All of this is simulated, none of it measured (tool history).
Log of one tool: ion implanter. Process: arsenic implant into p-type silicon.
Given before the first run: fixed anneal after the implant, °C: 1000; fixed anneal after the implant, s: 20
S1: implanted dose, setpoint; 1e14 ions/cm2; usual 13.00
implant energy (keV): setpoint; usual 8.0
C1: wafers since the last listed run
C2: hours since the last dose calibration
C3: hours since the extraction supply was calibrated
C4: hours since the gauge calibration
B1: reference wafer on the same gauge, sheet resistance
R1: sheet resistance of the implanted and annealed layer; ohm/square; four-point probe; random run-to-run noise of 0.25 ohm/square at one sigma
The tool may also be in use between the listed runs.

Run 1, day 0.000: usual settings but S1 14.04 1e14 ions/cm2; C1 0; C2 1582.5; C3 2291.3; C4 629.4; B1 134.03. Result: R1 154.83 ohm/square.
Run 2, day 0.892: usual settings but S1 14.04 1e14 ions/cm2; C1 195; C2 1603.9; C3 2312.7; C4 650.8; B1 134.06. Result: R1 154.97 ohm/square.
Run 3, day 2.300: usual settings; C1 308; C2 1637.7; C3 2346.5; C4 684.6; B1 133.99. Result: R1 158.68 ohm/square.
Run 4, day 3.604: usual settings but S1 14.01 1e14 ions/cm2, implant energy (keV) 7.5; C1 285; C2 1669.0; C3 2377.8; C4 715.9; B1 134.06. Result: R1 156.76 ohm/square.
Run 5, day 4.271: usual settings but S1 14.01 1e14 ions/cm2, implant energy (keV) 7.5; C1 146; C2 1685.0; C3 2393.8; C4 731.9; B1 133.97. Result: R1 156.66 ohm/square.
Run 6, day 5.575: usual settings; C1 285; C2 1716.3; C3 2425.1; C4 763.2; B1 134.08. Result: R1 157.69 ohm/square.
Run 7, day 6.267: usual settings; C1 151; C2 1732.9; C3 2441.7; C4 779.8; B1 133.91. Result: R1 157.68 ohm/square.
At day 7.204: extraction supply calibrated.
Run 8, day 7.225: usual settings; C1 137; C2 1755.9; C3 0.5; C4 802.8; B1 134.00. Result: R1 157.88 ohm/square.
Run 9, day 7.783: usual settings; C1 122; C2 1769.3; C3 13.9; C4 816.2; B1 133.94. Result: R1 157.94 ohm/square.
Run 10, day 8.992: usual settings but implant energy (keV) 7.0; C1 264; C2 1798.3; C3 42.9; C4 845.2; B1 134.04. Result: R1 161.10 ohm/square.
Run 11, day 10.483: usual settings but implant energy (keV) 7.0; C1 327; C2 1834.1; C3 78.7; C4 881.0; B1 133.96. Result: R1 160.81 ohm/square.
Run 12, day 11.254: usual settings but S1 15.56 1e14 ions/cm2; C1 169; C2 1852.6; C3 97.2; C4 899.5; B1 134.01. Result: R1 151.15 ohm/square.
Run 13, day 11.988: usual settings but S1 15.56 1e14 ions/cm2; C1 160; C2 1870.2; C3 114.8; C4 917.1; B1 134.02. Result: R1 150.85 ohm/square.
Run 14, day 12.908: usual settings but S1 16.67 1e14 ions/cm2, implant energy (keV) 5.5; C1 201; C2 1892.3; C3 136.9; C4 939.2; B1 133.99. Result: R1 157.44 ohm/square.
Run 15, day 14.408: usual settings but S1 11.93 1e14 ions/cm2, implant energy (keV) 10.5; C1 328; C2 1928.3; C3 172.9; C4 975.2; B1 133.91. Result: R1 154.07 ohm/square.
At day 15.638: Faraday cup replaced and dose calibrated.
Run 16, day 15.658: usual settings but implant energy (keV) 6.5; C1 200; C2 0.5; C3 202.9; C4 1005.2; B1 134.01. Result: R1 165.25 ohm/square.
Run 17, day 16.025: usual settings; C1 80; C2 9.3; C3 211.7; C4 1014.0; B1 134.05. Result: R1 160.26 ohm/square.
Run 18, day 16.646: usual settings but S1 11.41 1e14 ions/cm2, implant energy (keV) 6.5; C1 136; C2 24.2; C3 226.6; C4 1028.9; B1 133.98. Result: R1 171.48 ohm/square.
Run 19, day 18.104: usual settings; C1 319; C2 59.2; C3 261.6; C4 1063.9; B1 133.98. Result: R1 159.88 ohm/square.
Run 20, day 19.229: usual settings but implant energy (keV) 9.5; C1 246; C2 86.2; C3 288.6; C4 1090.9; B1 134.07. Result: R1 156.08 ohm/square.
Run 21, day 20.442: usual settings; C1 265; C2 115.3; C3 317.7; C4 1120.0; B1 134.07. Result: R1 159.66 ohm/square.
Run 22, day 21.021: usual settings but S1 10.90 1e14 ions/cm2; C1 126; C2 129.2; C3 331.6; C4 1133.9; B1 134.03. Result: R1 168.69 ohm/square.
Run 23, day 22.021: usual settings but S1 15.19 1e14 ions/cm2, implant energy (keV) 5.5; C1 219; C2 153.2; C3 355.6; C4 1157.9; B1 133.97. Result: R1 162.84 ohm/square.
Run 24, day 22.846: usual settings; C1 180; C2 173.0; C3 375.4; C4 1177.7; B1 133.95. Result: R1 160.08 ohm/square.
Run 25, day 23.704: usual settings; C1 188; C2 193.6; C3 396.0; C4 1198.3; B1 133.99. Result: R1 159.76 ohm/square.
Run 26, day 25.154: usual settings but S1 10.23 1e14 ions/cm2, implant energy (keV) 6.0; C1 317; C2 228.4; C3 430.8; C4 1233.1; B1 134.09. Result: R1 179.61 ohm/square.
Run 27, day 25.696: usual settings; C1 118; C2 241.4; C3 443.8; C4 1246.1; B1 134.03. Result: R1 159.85 ohm/square.
Run 28, day 26.646: usual settings but S1 16.88 1e14 ions/cm2, implant energy (keV) 10.0; C1 208; C2 264.2; C3 466.6; C4 1268.9; B1 134.05. Result: R1 144.73 ohm/square.
Run 29, day 27.254: usual settings but S1 10.92 1e14 ions/cm2, implant energy (keV) 6.0; C1 133; C2 278.8; C3 481.2; C4 1283.5; B1 133.87. Result: R1 175.66 ohm/square.
At day 28.475: gauge calibrated.
Run 30, day 28.600: usual settings but S1 15.69 1e14 ions/cm2, implant energy (keV) 6.5; C1 295; C2 311.1; C3 513.5; C4 3.0; B1 134.02. Result: R1 157.19 ohm/square.
Run 31, day 30.075: usual settings but S1 15.21 1e14 ions/cm2, implant energy (keV) 9.0; C1 323; C2 346.5; C3 548.9; C4 38.4; B1 133.99. Result: R1 150.60 ohm/square.
Run 32, day 31.488: usual settings but S1 14.56 1e14 ions/cm2; C1 309; C2 380.4; C3 582.8; C4 72.3; B1 134.03. Result: R1 155.36 ohm/square.
Run 33, day 32.562: usual settings but implant energy (keV) 9.0; C1 235; C2 406.2; C3 608.6; C4 98.1; B1 134.12. Result: R1 157.12 ohm/square.
Run 34, day 33.712: usual settings; C1 252; C2 433.8; C3 636.2; C4 125.7; B1 133.99. Result: R1 160.55 ohm/square.
Run 35, day 34.533: usual settings but S1 16.84 1e14 ions/cm2, implant energy (keV) 6.5; C1 179; C2 453.5; C3 655.9; C4 145.4; B1 134.07. Result: R1 154.84 ohm/square.
Run 36, day 38.892: usual settings but S1 10.06 1e14 ions/cm2, implant energy (keV) 6.5; C1 955; C2 558.1; C3 760.5; C4 250.0; B1 134.00. Result: R1 178.87 ohm/square.

The tool's hidden state at each run:
deviation of the true energy from its setpoint, %: 0 across all the runs
gauge reads high (%): 0 across all the runs
H1: deviation of the true dose from the Faraday cup's reading, %
run       H1
  1     3.96
  2     4.04
  3     4.17
  4      4.3
  5     4.36
  6     4.49
  7     4.56
  8     4.66
  9     4.72
 10     4.84
 11        5
 12     5.08
 13     5.16
 14     5.26
 15     5.43
 16   -0.394
 17   -0.393
 18   -0.393
 19   -0.389
 20   -0.385
 21   -0.377
 22   -0.373
 23   -0.365
 24   -0.357
 25   -0.348
 26    -0.33
 27   -0.323
 28   -0.309
 29     -0.3
 30   -0.277
 31   -0.248
 32   -0.219
 33   -0.194
 34   -0.166
 35   -0.145
 36  -0.0168
